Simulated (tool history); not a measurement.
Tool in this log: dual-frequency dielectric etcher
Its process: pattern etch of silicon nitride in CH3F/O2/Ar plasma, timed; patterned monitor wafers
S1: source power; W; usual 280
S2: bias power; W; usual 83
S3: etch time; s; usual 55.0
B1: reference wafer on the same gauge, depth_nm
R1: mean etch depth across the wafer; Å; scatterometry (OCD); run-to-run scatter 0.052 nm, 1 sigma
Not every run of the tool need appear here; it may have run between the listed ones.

| run | day | S1 | S2 | S3 | B1 | R1 |
|---|---|---|---|---|---|---|
| 1 | 0.000 | 280 | 83 | 55.0 | 40.08 | 346.1 |
| 2 | 4.375 | 280 | 83 | 55.0 | 40.08 | 349.0 |
| 3 | 5.429 | 280 | 83 | 55.0 | 40.12 | 348.4 |
| 4 | 6.821 | 280 | 83 | 67.5 | 40.12 | 427.7 |
|  | 8.800 | bias power generator calibrated |
|  | 8.838 | upper electrode replaced |
| 5 | 8.858 | 280 | 83 | 67.5 | 40.10 | 428.4 |
| 6 | 9.200 | 280 | 70 | 55.0 | 40.10 | 323.4 |
| 7 | 9.867 | 280 | 83 | 46.5 | 40.10 | 296.0 |
| 8 | 11.067 | 280 | 83 | 46.5 | 40.10 | 295.7 |
|  | 11.683 | gauge calibrated |
|  | 12.404 | wet clean of the chamber |
| 9 | 12.425 | 280 | 83 | 55.0 | 40.11 | 343.0 |
| 10 | 12.912 | 280 | 83 | 55.0 | 40.12 | 343.0 |
|  | 13.800 | source power generator calibrated |
| 11 | 13.821 | 240 | 83 | 55.0 | 40.10 | 332.9 |
| 12 | 14.733 | 280 | 92 | 38.5 | 40.11 | 252.4 |
| 13 | 15.296 | 300 | 74 | 55.0 | 40.07 | 332.0 |
| 14 | 18.442 | 220 | 98 | 55.0 | 40.09 | 351.4 |

Run 15 comes next. What will it give?
| 15 | 19.371 | 280 | 83 | 64.5 | ? | ? |

B1: 40.11
R1: 405.8 Å
Minus the tool's unlogged condition, the same run would have read R1 404.2 Å.
